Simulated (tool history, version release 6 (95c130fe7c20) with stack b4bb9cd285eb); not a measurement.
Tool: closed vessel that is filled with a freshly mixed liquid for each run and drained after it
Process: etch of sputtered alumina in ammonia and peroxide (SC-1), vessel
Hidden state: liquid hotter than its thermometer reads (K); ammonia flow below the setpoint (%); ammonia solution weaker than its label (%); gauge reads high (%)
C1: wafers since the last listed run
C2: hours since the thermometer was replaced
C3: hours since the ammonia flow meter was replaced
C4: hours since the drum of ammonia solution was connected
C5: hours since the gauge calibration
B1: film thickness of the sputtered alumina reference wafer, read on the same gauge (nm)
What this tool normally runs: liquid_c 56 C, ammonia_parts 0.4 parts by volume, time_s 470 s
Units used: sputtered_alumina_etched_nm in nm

{"run": 1, "day": 0.0, "liquid_c": 56, "ammonia_parts": 0.4, "time_s": 470, "C1": 0, "C2": 979.1, "C3": 17.3, "C4": 254.2, "C5": 351, "B1": 40.01, "sputtered_alumina_etched_nm": 32.66}
{"run": 2, "day": 1.858, "liquid_c": 50.5, "ammonia_parts": 0.55, "time_s": 470, "C1": 4273, "C2": 1023.7, "C3": 61.9, "C4": 298.8, "C5": 395.6, "B1": 40.01, "sputtered_alumina_etched_nm": 25.47}
{"day": 3.575, "done": "new drum of ammonia solution connected"}
{"run": 3, "day": 4.575, "liquid_c": 56, "ammonia_parts": 0.4, "time_s": 470, "C1": 6151, "C2": 1088.9, "C3": 127.1, "C4": 24, "C5": 460.8, "B1": 40.01, "sputtered_alumina_etched_nm": 33.46}
{"run": 4, "day": 7.262, "liquid_c": 56, "ammonia_parts": 0.4, "time_s": 340, "C1": 6180, "C2": 1153.4, "C3": 191.6, "C4": 88.5, "C5": 525.3, "B1": 40.02, "sputtered_alumina_etched_nm": 24.54}
{"run": 5, "day": 9.625, "liquid_c": 56, "ammonia_parts": 0.4, "time_s": 470, "C1": 5433, "C2": 1210.1, "C3": 248.3, "C4": 145.2, "C5": 582, "B1": 40, "sputtered_alumina_etched_nm": 33.7}
{"run": 6, "day": 12.138, "liquid_c": 56, "ammonia_parts": 0.4, "time_s": 470, "C1": 5778, "C2": 1270.4, "C3": 308.6, "C4": 205.5, "C5": 642.3, "B1": 39.99, "sputtered_alumina_etched_nm": 33.78}
{"run": 7, "day": 15.129, "liquid_c": 56, "ammonia_parts": 0.4, "time_s": 470, "C1": 6880, "C2": 1342.2, "C3": 380.4, "C4": 277.3, "C5": 714.1, "B1": 40.01, "sputtered_alumina_etched_nm": 33.6}
{"day": 17.454, "done": "thermometer replaced"}
{"run": 8, "day": 17.821, "liquid_c": 56, "ammonia_parts": 0.4, "time_s": 470, "C1": 6094, "C2": 8.8, "C3": 445, "C4": 341.9, "C5": 778.7, "B1": 40, "sputtered_alumina_etched_nm": 29.75}
{"day": 18.275, "done": "new drum of ammonia solution connected"}
{"run": 9, "day": 19.283, "liquid_c": 56, "ammonia_parts": 0.4, "time_s": 470, "C1": 3267, "C2": 43.9, "C3": 480.1, "C4": 24.2, "C5": 813.8, "B1": 40.01, "sputtered_alumina_etched_nm": 30.51}
{"run": 10, "day": 20.996, "liquid_c": 58.5, "ammonia_parts": 0.5, "time_s": 470, "C1": 3938, "C2": 85, "C3": 521.2, "C4": 65.3, "C5": 854.9, "B1": 40, "sputtered_alumina_etched_nm": 35.12}
{"day": 23.821, "done": "gauge calibrated"}
{"run": 11, "day": 25.133, "liquid_c": 58.5, "ammonia_parts": 0.5, "time_s": 470, "C1": 9515, "C2": 184.3, "C3": 620.5, "C4": 164.6, "C5": 31.5, "B1": 40.01, "sputtered_alumina_etched_nm": 35.48}
{"day": 25.438, "done": "ammonia flow meter replaced"}
{"run": 12, "day": 27.046, "liquid_c": 56, "ammonia_parts": 0.4, "time_s": 470, "C1": 4302, "C2": 230.2, "C3": 38.6, "C4": 210.5, "C5": 77.4, "B1": 39.99, "sputtered_alumina_etched_nm": 30.79}
{"run": 13, "day": 29.762, "liquid_c": 59.5, "ammonia_parts": 0.25, "time_s": 610, "C1": 6247, "C2": 295.4, "C3": 103.8, "C4": 275.7, "C5": 142.6, "B1": 40.01, "sputtered_alumina_etched_nm": 45.6}
{"day": 32.012, "done": "new drum of ammonia solution connected"}
{"run": 14, "day": 34.071, "liquid_c": 52, "ammonia_parts": 0.55, "time_s": 470, "C1": 9812, "C2": 398.8, "C3": 207.2, "C4": 49.4, "C5": 246, "B1": 40.01, "sputtered_alumina_etched_nm": 25.28}
{"run": 15, "day": 35.775, "liquid_c": 65, "ammonia_parts": 0.4, "time_s": 470, "C1": 3919, "C2": 439.7, "C3": 248.1, "C4": 90.3, "C5": 286.9, "B1": 39.99, "sputtered_alumina_etched_nm": 49.26}
{"run": 16, "day": 37.825, "liquid_c": 60, "ammonia_parts": 0.25, "time_s": 720, "C1": 4714, "C2": 488.9, "C3": 297.3, "C4": 139.5, "C5": 336.1, "B1": 39.99, "sputtered_alumina_etched_nm": 56.04}
{"run": 17, "day": 40.262, "liquid_c": 64.5, "ammonia_parts": 0.3, "time_s": 470, "C1": 5605, "C2": 547.4, "C3": 355.8, "C4": 198, "C5": 394.6, "B1": 40.01, "sputtered_alumina_etched_nm": 46.99}
{"run": 18, "day": 42.15, "liquid_c": 56, "ammonia_parts": 0.3, "time_s": 470, "C1": 4340, "C2": 592.7, "C3": 401.1, "C4": 243.3, "C5": 439.9, "B1": 40, "sputtered_alumina_etched_nm": 30.55}
{"run": 19, "day": 44.388, "liquid_c": 56, "ammonia_parts": 0.6, "time_s": 305, "C1": 5145, "C2": 646.4, "C3": 454.8, "C4": 297, "C5": 493.6, "B1": 40.01, "sputtered_alumina_etched_nm": 21.52}
{"day": 44.604, "done": "new drum of ammonia solution connected"}
{"run": 20, "day": 46.008, "liquid_c": 65.5, "ammonia_parts": 0.4, "time_s": 470, "C1": 3631, "C2": 685.3, "C3": 493.7, "C4": 33.7, "C5": 532.5, "B1": 39.98, "sputtered_alumina_etched_nm": 50.72}
{"run": 21, "day": 48.779, "liquid_c": 47.5, "ammonia_parts": 0.25, "time_s": 250, "C1": 6372, "C2": 751.8, "C3": 560.2, "C4": 100.2, "C5": 599, "B1": 39.99, "sputtered_alumina_etched_nm": 10.38}
{"run": 22, "day": 50.238, "liquid_c": 53, "ammonia_parts": 0.45, "time_s": 585, "C1": 3353, "C2": 786.8, "C3": 595.2, "C4": 135.2, "C5": 634, "B1": 40, "sputtered_alumina_etched_nm": 34.58}
{"run": 23, "day": 52.279, "liquid_c": 65, "ammonia_parts": 0.4, "time_s": 470, "C1": 4695, "C2": 835.8, "C3": 644.2, "C4": 184.2, "C5": 683, "B1": 40, "sputtered_alumina_etched_nm": 50.73}

What if the next run were any one of these 4? Each begins from the tool's condition after run 23:
{"run": "A", "day": 52.312, "liquid_c": 56, "ammonia_parts": 0.4, "time_s": 470, "C1": 76, "C2": 836.6, "C3": 645, "C4": 185, "C5": 683.8, "B1": "?", "sputtered_alumina_etched_nm": "?"}
{"run": "B", "day": 52.312, "liquid_c": 56, "ammonia_parts": 0.4, "time_s": 625, "C1": 76, "C2": 836.6, "C3": 645, "C4": 185, "C5": 683.8, "B1": "?", "sputtered_alumina_etched_nm": "?"}
{"run": "C", "day": 52.312, "liquid_c": 60, "ammonia_parts": 0.55, "time_s": 230, "C1": 76, "C2": 836.6, "C3": 645, "C4": 185, "C5": 683.8, "B1": "?", "sputtered_alumina_etched_nm": "?"}
{"run": "D", "day": 52.312, "liquid_c": 61.5, "ammonia_parts": 0.25, "time_s": 730, "C1": 76, "C2": 836.6, "C3": 645, "C4": 185, "C5": 683.8, "B1": "?", "sputtered_alumina_etched_nm": "?"}

run=A B1=40.01 sputtered_alumina_etched_nm=32.52
run=B B1=40.01 sputtered_alumina_etched_nm=43.24
run=C B1=40.01 sputtered_alumina_etched_nm=20.16
run=D B1=40.01 sputtered_alumina_etched_nm=64.06
Had the tool no hidden state, the same runs would have come out as:
run=A sputtered_alumina_etched_nm=30.18
run=B sputtered_alumina_etched_nm=40.13
run=C sputtered_alumina_etched_nm=18.74
run=D sputtered_alumina_etched_nm=59.61
